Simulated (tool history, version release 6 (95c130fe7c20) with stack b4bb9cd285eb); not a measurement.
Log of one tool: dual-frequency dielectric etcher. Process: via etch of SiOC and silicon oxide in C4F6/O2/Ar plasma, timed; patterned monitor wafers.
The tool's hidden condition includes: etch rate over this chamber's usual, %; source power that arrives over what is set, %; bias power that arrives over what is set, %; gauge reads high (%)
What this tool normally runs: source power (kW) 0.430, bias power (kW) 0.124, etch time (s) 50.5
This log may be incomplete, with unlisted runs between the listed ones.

run	day	source power (kW)	bias power (kW)	etch time (s)	wafers since the last listed run	hours since the last wet clean	hours since the last source power generator calibration	hours since the last bias power generator calibration	hours since the last upper electrode change	hours since the gauge calibration	read-back reference wafer on the same gauge, depth_nm	mean etch depth across the wafer (angstrom)
1	0.000	0.430	0.124	50.5	0	425.5	819.2	586.6	2374.1	130.7	44.1	519
2	2.133	0.430	0.124	50.5	501	476.7	870.4	637.8	2425.3	181.9	44.1	521
3	5.362	0.430	0.124	50.5	758	554.2	947.9	715.3	2502.8	259.4	44.0	523
# day 6.721: wet clean of the chamber
4	7.792	0.430	0.124	50.5	335	25.7	1006.2	773.6	2561.1	317.7	44.1	521
5	10.867	0.430	0.124	50.5	722	99.5	1080.0	847.4	2634.9	391.5	44.1	519
6	14.792	0.430	0.124	50.5	922	193.7	1174.2	941.6	2729.1	485.7	44.1	524
7	18.392	0.430	0.124	50.5	845	280.1	1260.6	1028.0	2815.5	572.1	44.1	525
8	21.904	0.430	0.124	50.5	825	364.4	1344.9	1112.3	2899.8	656.4	44.1	525
9	24.583	0.430	0.124	50.5	629	428.7	1409.2	1176.6	2964.1	720.7	44.1	527
10	26.662	0.430	0.124	50.5	488	478.6	1459.1	1226.5	3014.0	770.6	44.1	526
11	28.400	0.430	0.124	50.5	408	520.3	1500.8	1268.2	3055.7	812.3	44.1	526
# day 34.454: wet clean of the chamber
12	34.796	0.430	0.124	50.5	1267	8.2	1654.3	1421.7	3209.2	965.8	44.1	528
# day 36.300: upper electrode replaced
# day 38.479: source power generator calibrated
13	42.058	0.430	0.124	50.5	1432	182.5	85.9	1596.0	138.2	1140.1	44.1	524
14	44.017	0.340	0.108	59.5	460	229.5	132.9	1643.0	185.2	1187.1	44.2	513
# day 47.021: bias power generator calibrated
15	48.250	0.500	0.124	50.5	955	331.1	234.5	29.5	286.8	1288.7	44.1	567
16	50.067	0.340	0.133	36.0	426	374.7	278.1	73.1	330.4	1332.3	44.0	331
# day 52.217: gauge calibrated
17	54.479	0.430	0.124	55.5	1036	480.6	384.0	179.0	436.3	54.3	44.1	573
18	58.838	0.430	0.124	50.5	1024	585.2	488.6	283.6	540.9	158.9	44.1	522
# day 62.196: wet clean of the chamber
19	62.217	0.500	0.133	50.5	559	0.5	569.7	364.7	622.0	240.0	44.0	580
20	63.638	0.430	0.124	37.5	333	34.6	603.8	398.8	656.1	274.1	44.1	386
21	71.283	0.430	0.116	50.5	1796	218.1	787.3	582.3	839.6	457.6	44.1	509
22	73.896	0.380	0.124	50.5	613	280.8	850.0	645.0	902.3	520.3	44.2	487
23	77.583	0.540	0.102	50.5	866	369.3	938.5	733.5	990.8	608.8	44.1	557
24	80.454	0.430	0.104	62.0	674	438.2	1007.4	802.4	1059.7	677.7	44.1	604
25	83.133	0.380	0.099	39.5	629	502.5	1071.7	866.7	1124.0	742.0	44.1	352

A few steps of mean etch depth across the wafer (angstrom) between consecutive runs. Split each: what settings, incoming material and random variation would produce without the hidden state, and what is left over for the hidden state, along with gauge scatter present in only one of the two compared results (measured, and without hidden state):
Run 12 -> 13: upper electrode replaced, source power generator calibrated. mean etch depth across the wafer (angstrom) -4: hidden state -4, all else +0.
Run 14 -> 15: source power (kW) 0.340 -> 0.500, bias power (kW) 0.108 -> 0.124, etch time (s) 59.5 -> 50.5, bias power generator calibrated. mean etch depth across the wafer (angstrom) +54: hidden state -5, all else +59.
Run 16 -> 17: source power (kW) 0.340 -> 0.430, bias power (kW) 0.133 -> 0.124, etch time (s) 36.0 -> 55.5, gauge calibrated. mean etch depth across the wafer (angstrom) +242: hidden state +0, all else +242.
Run 24 -> 25: source power (kW) 0.430 -> 0.380, bias power (kW) 0.104 -> 0.099, etch time (s) 62.0 -> 39.5. mean etch depth across the wafer (angstrom) -252: hidden state -1, all else -251.

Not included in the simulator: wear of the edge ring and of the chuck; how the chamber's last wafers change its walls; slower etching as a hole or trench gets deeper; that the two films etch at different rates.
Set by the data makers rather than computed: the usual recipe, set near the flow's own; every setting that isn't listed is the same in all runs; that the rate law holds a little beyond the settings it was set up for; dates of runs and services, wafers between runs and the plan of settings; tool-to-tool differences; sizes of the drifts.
